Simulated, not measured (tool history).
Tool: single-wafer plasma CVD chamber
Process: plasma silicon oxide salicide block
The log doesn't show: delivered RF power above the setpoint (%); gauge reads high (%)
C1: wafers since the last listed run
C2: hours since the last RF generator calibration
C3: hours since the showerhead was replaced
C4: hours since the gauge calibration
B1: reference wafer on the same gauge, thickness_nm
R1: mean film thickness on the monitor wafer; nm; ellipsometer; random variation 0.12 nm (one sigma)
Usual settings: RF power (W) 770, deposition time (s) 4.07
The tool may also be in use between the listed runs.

Run 1, day 0: usual settings but deposition time (s) 4.68; C1 0; C2 567.4; C3 2490; C4 360.3; B1 37.501. Result: R1 51.856 nm.
Run 2, day 1.275: usual settings but deposition time (s) 4.68; C1 640; C2 598; C3 2520.6; C4 390.9; B1 37.532. Result: R1 51.787 nm.
Run 3, day 2.079: usual settings but RF power (W) 660, deposition time (s) 4.69; C1 404; C2 617.3; C3 2539.9; C4 410.2; B1 37.477. Result: R1 49.392 nm.
Run 4, day 3.504: usual settings; C1 716; C2 651.5; C3 2574.1; C4 444.4; B1 37.489. Result: R1 45.117 nm.
Run 5, day 4.592: usual settings but RF power (W) 820, deposition time (s) 4.26; C1 546; C2 677.6; C3 2600.2; C4 470.5; B1 37.486. Result: R1 47.725 nm.
Run 6, day 5.242: usual settings but RF power (W) 820, deposition time (s) 4.26; C1 326; C2 693.2; C3 2615.8; C4 486.1; B1 37.515. Result: R1 47.816 nm.
Run 7, day 6.671: usual settings but RF power (W) 820, deposition time (s) 4.26; C1 718; C2 727.5; C3 2650.1; C4 520.4; B1 37.525. Result: R1 47.813 nm.
Run 8, day 10.983: usual settings but deposition time (s) 3.71; C1 2168; C2 831; C3 2753.6; C4 623.9; B1 37.493. Result: R1 40.658 nm.
Run 9, day 11.933: usual settings but deposition time (s) 3.71; C1 477; C2 853.8; C3 2776.4; C4 646.7; B1 37.489. Result: R1 40.867 nm.
Run 10, day 13.392: usual settings but deposition time (s) 4.51; C1 733; C2 888.8; C3 2811.4; C4 681.7; B1 37.497. Result: R1 49.476 nm.
Run 11, day 13.908: usual settings but deposition time (s) 4.51; C1 259; C2 901.2; C3 2823.8; C4 694.1; B1 37.488. Result: R1 49.832 nm.
Run 12, day 15.379: usual settings; C1 739; C2 936.5; C3 2859.1; C4 729.4; B1 37.489. Result: R1 44.542 nm.
Run 13, day 16.733: usual settings; C1 680; C2 969; C3 2891.6; C4 761.9; B1 37.504. Result: R1 44.702 nm.
Run 14, day 17.338: usual settings; C1 303; C2 983.5; C3 2906.1; C4 776.4; B1 37.496. Result: R1 44.826 nm.
Run 15, day 18.054: usual settings; C1 360; C2 1000.7; C3 2923.3; C4 793.6; B1 37.508. Result: R1 44.656 nm.
At day 19.042: showerhead replaced, of another model than before.
Run 16, day 19.333: usual settings but RF power (W) 890; C1 475; C2 1031.4; C3 7; C4 824.3; B1 37.501. Result: R1 46.967 nm.
Run 17, day 22.538: usual settings but deposition time (s) 3.48; C1 1610; C2 1108.3; C3 83.9; C4 901.2; B1 37.465. Result: R1 37.751 nm.
Run 18, day 23.625: usual settings but RF power (W) 895, deposition time (s) 3.78; C1 546; C2 1134.4; C3 110; C4 927.3; B1 37.495. Result: R1 43.564 nm.
Run 19, day 24.188: usual settings but deposition time (s) 3.66; C1 282; C2 1147.9; C3 123.5; C4 940.8; B1 37.5. Result: R1 39.77 nm.
At day 24.304: gauge calibrated.
Run 20, day 25.542: usual settings but RF power (W) 650, deposition time (s) 3.35; C1 680; C2 1180.4; C3 156; C4 29.7; B1 37.514. Result: R1 33.638 nm.
Run 21, day 26.404: usual settings but RF power (W) 820, deposition time (s) 4.32; C1 433; C2 1201.1; C3 176.7; C4 50.4; B1 37.53. Result: R1 47.974 nm.
Run 22, day 27.446: usual settings but RF power (W) 710, deposition time (s) 3.56; C1 523; C2 1226.1; C3 201.7; C4 75.4; B1 37.5. Result: R1 37.341 nm.
Run 23, day 28.133: usual settings but RF power (W) 670, deposition time (s) 4.69; C1 345; C2 1242.6; C3 218.2; C4 91.9; B1 37.481. Result: R1 47.721 nm.
At day 28.992: RF generator calibrated.
Run 24, day 29.346: usual settings but RF power (W) 885, deposition time (s) 4.77; C1 441; C2 8.5; C3 247.3; C4 121; B1 37.501. Result: R1 56.847 nm.
Run 25, day 30.683: usual settings; C1 672; C2 40.6; C3 279.4; C4 153.1; B1 37.522. Result: R1 45.742 nm.
Run 26, day 31.375: usual settings but RF power (W) 625, deposition time (s) 3.48; C1 347; C2 57.2; C3 296; C4 169.7; B1 37.526. Result: R1 35.401 nm.
Run 27, day 31.938: usual settings but RF power (W) 680, deposition time (s) 4.71; C1 282; C2 70.7; C3 309.5; C4 183.2; B1 37.479. Result: R1 49.766 nm.
Run 28, day 33.154: usual settings but deposition time (s) 4.57; C1 611; C2 99.9; C3 338.7; C4 212.4; B1 37.479. Result: R1 50.796 nm.
Run 29, day 34.371: usual settings but RF power (W) 820, deposition time (s) 3.54; C1 611; C2 129.1; C3 367.9; C4 241.6; B1 37.511. Result: R1 40.553 nm.
Run 30, day 35.533: usual settings; C1 584; C2 157; C3 395.8; C4 269.5; B1 37.481. Result: R1 45.064 nm.
Run 31, day 36.954: usual settings; C1 714; C2 191.1; C3 429.9; C4 303.6; B1 37.498. Result: R1 45.096 nm.
Run 32, day 37.938: usual settings but RF power (W) 685, deposition time (s) 4.79; C1 494; C2 214.7; C3 453.5; C4 327.2; B1 37.514. Result: R1 50.546 nm.
Run 33, day 39.875: usual settings; C1 974; C2 261.2; C3 500; C4 373.7; B1 37.496. Result: R1 44.965 nm.
Run 34, day 41.325: usual settings but RF power (W) 925; C1 728; C2 296; C3 534.8; C4 408.5; B1 37.48. Result: R1 48.432 nm.

4 ways to go on from here, each from the tool as it stands after run 34. What would each give?
Run A, day 41.342: usual settings; C1 8; C2 296.4; C3 535.2; C4 408.9; B1 ?. Result: R1 ?.
Run B, day 41.342: usual settings but RF power (W) 630, deposition time (s) 3.86; C1 8; C2 296.4; C3 535.2; C4 408.9; B1 ?. Result: R1 ?.
Run C, day 41.342: usual settings but RF power (W) 625, deposition time (s) 3.55; C1 8; C2 296.4; C3 535.2; C4 408.9; B1 ?. Result: R1 ?.
Run D, day 41.342: usual settings but RF power (W) 855; C1 8; C2 296.4; C3 535.2; C4 408.9; B1 ?. Result: R1 ?.

run      B1      R1
  A  37.511  44.922
  B  37.511  38.864
  C  37.511  35.605
  D  37.511   46.97
Without the tool's hidden state the same runs would have given:
run      R1
  A  45.796
  B   39.62
  C  36.298
  D  47.884
